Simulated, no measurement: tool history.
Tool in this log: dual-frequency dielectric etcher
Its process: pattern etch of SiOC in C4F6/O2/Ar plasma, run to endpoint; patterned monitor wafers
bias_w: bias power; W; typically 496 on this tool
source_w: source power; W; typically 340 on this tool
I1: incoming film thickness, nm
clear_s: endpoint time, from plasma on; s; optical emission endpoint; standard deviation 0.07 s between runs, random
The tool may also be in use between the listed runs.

run 1 day=0.000 | bias_w=496 source_w=300 | I1=52.2 | clear_s=19.1
run 2 day=2.725 | bias_w=496 source_w=300 | I1=52.6 | clear_s=19.3
run 3 day=6.133 | bias_w=496 source_w=290 | I1=53.0 | clear_s=19.9
run 4 day=10.208 | bias_w=496 source_w=290 | I1=52.6 | clear_s=19.7
-- day=11.233 wet clean of the chamber
run 5 day=14.612 | bias_w=496 source_w=290 | I1=53.4 | clear_s=19.6
run 6 day=16.646 | bias_w=453 source_w=310 | I1=53.0 | clear_s=19.5
run 7 day=18.517 | bias_w=453 source_w=310 | I1=52.3 | clear_s=19.3
run 8 day=22.550 | bias_w=496 source_w=340 | I1=52.8 | clear_s=18.3
run 9 day=26.183 | bias_w=415 source_w=380 | I1=53.1 | clear_s=18.4
-- day=26.879 source power generator calibrated
-- day=27.696 wet clean of the chamber
run 10 day=30.075 | bias_w=496 source_w=340 | I1=53.0 | clear_s=18.3
run 11 day=34.479 | bias_w=496 source_w=340 | I1=52.8 | clear_s=18.3
-- day=35.929 bias power generator calibrated
run 12 day=36.054 | bias_w=496 source_w=340 | I1=53.0 | clear_s=18.3
-- day=40.133 upper electrode replaced
run 13 day=40.529 | bias_w=426 source_w=340 | I1=52.5 | clear_s=19.1
-- day=42.046 wet clean of the chamber
run 14 day=42.500 | bias_w=415 source_w=340 | I1=52.5 | clear_s=19.0
run 15 day=46.225 | bias_w=425 source_w=280 | I1=52.9 | clear_s=21.0
run 16 day=48.950 | bias_w=558 source_w=390 | I1=52.4 | clear_s=16.4
run 17 day=51.758 | bias_w=409 source_w=320 | I1=53.2 | clear_s=20.1

Predict each of these 5 candidate next runs independently; none follows another, all start after run 17:
run A day=51.775 | bias_w=496 source_w=340 | I1=52.7 | clear_s=?
run B day=51.775 | bias_w=537 source_w=390 | I1=52.7 | clear_s=?
run C day=51.775 | bias_w=547 source_w=400 | I1=52.7 | clear_s=?
run D day=51.775 | bias_w=391 source_w=400 | I1=52.7 | clear_s=?
run E day=51.775 | bias_w=615 source_w=260 | I1=52.7 | clear_s=?

run=A clear_s=18.4
run=B clear_s=16.9
run=C clear_s=16.6
run=D clear_s=18.1
run=E clear_s=19.9
With no hidden state in the tool, these same runs would have given:
run=A clear_s=18.2
run=B clear_s=16.7
run=C clear_s=16.4
run=D clear_s=17.9
run=E clear_s=19.7
